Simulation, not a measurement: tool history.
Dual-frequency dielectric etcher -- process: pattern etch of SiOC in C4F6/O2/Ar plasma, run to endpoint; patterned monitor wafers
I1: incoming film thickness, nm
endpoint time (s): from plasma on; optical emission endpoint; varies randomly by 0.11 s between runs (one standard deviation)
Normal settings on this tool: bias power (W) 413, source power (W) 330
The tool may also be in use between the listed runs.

Run 1, hour 0.0: usual settings; I1 35.50. Result: endpoint time (s) 14.3.
Run 2, hour 24.5: usual settings; I1 35.45. Result: endpoint time (s) 14.5.
Run 3, hour 74.6: usual settings; I1 34.97. Result: endpoint time (s) 14.1.
Run 4, hour 230.7: usual settings; I1 35.19. Result: endpoint time (s) 14.5.
Run 5, hour 282.1: usual settings; I1 35.54. Result: endpoint time (s) 14.8.
Run 6, hour 341.5: usual settings; I1 35.58. Result: endpoint time (s) 14.9.
Run 7, hour 400.7: usual settings; I1 35.24. Result: endpoint time (s) 14.9.
Run 8, hour 442.6: usual settings; I1 35.48. Result: endpoint time (s) 15.0.
At hour 452.0: source power generator calibrated.
At hour 485.6: wet clean of the chamber.
At hour 496.0: upper electrode replaced.
Run 9, hour 510.6: usual settings; I1 35.49. Result: endpoint time (s) 14.4.
Run 10, hour 550.6: usual settings but bias power (W) 493; I1 35.54. Result: endpoint time (s) 13.8.
Run 11, hour 611.6: usual settings but bias power (W) 493; I1 35.42. Result: endpoint time (s) 13.6.
Run 12, hour 659.0: usual settings but bias power (W) 354; I1 35.45. Result: endpoint time (s) 15.2.
Run 13, hour 690.2: usual settings but bias power (W) 487, source power (W) 380; I1 35.16. Result: endpoint time (s) 13.0.
Run 14, hour 753.2: usual settings; I1 34.98. Result: endpoint time (s) 14.6.
Run 15, hour 803.9: usual settings but bias power (W) 355, source power (W) 360; I1 35.46. Result: endpoint time (s) 15.0.
Run 16, hour 846.0: usual settings but bias power (W) 509, source power (W) 300; I1 35.44. Result: endpoint time (s) 14.7.
Run 17, hour 873.6: usual settings but bias power (W) 312, source power (W) 270; I1 35.55. Result: endpoint time (s) 17.9.
Run 18, hour 939.1: usual settings; I1 35.14. Result: endpoint time (s) 14.8.
At hour 964.2: bias power generator calibrated.
At hour 971.7: wet clean of the chamber.
Run 19, hour 994.4: usual settings but bias power (W) 486, source power (W) 300; I1 35.38. Result: endpoint time (s) 14.1.
Run 20, hour 1019.5: usual settings but bias power (W) 474, source power (W) 400; I1 35.62. Result: endpoint time (s) 13.0.
Run 21, hour 1058.7: usual settings but bias power (W) 459; I1 35.50. Result: endpoint time (s) 14.1.
Run 22, hour 1177.6: usual settings but bias power (W) 495, source power (W) 280; I1 35.25. Result: endpoint time (s) 14.9.
Run 23, hour 1235.5: usual settings but bias power (W) 445, source power (W) 360; I1 35.40. Result: endpoint time (s) 13.9.

Each row is a separate what-if for the run after 23, all from the same tool condition, not one after another. Results?
Run A, hour 1235.9: usual settings but source power (W) 310; I1 35.44. Result: endpoint time (s) ?.
Run B, hour 1235.9: usual settings but source power (W) 380; I1 35.44. Result: endpoint time (s) ?.
Run C, hour 1235.9: usual settings but bias power (W) 331, source power (W) 300; I1 35.44. Result: endpoint time (s) ?.
Run D, hour 1235.9: usual settings but bias power (W) 484, source power (W) 260; I1 35.44. Result: endpoint time (s) ?.

run  endpoint time (s)
  A               15.1
  B               13.9
  C               16.4
  D               15.3
Without the tool's unlogged condition, the same runs would have read:
run  endpoint time (s)
  A               14.6
  B               13.5
  C               16.0
  D               14.9

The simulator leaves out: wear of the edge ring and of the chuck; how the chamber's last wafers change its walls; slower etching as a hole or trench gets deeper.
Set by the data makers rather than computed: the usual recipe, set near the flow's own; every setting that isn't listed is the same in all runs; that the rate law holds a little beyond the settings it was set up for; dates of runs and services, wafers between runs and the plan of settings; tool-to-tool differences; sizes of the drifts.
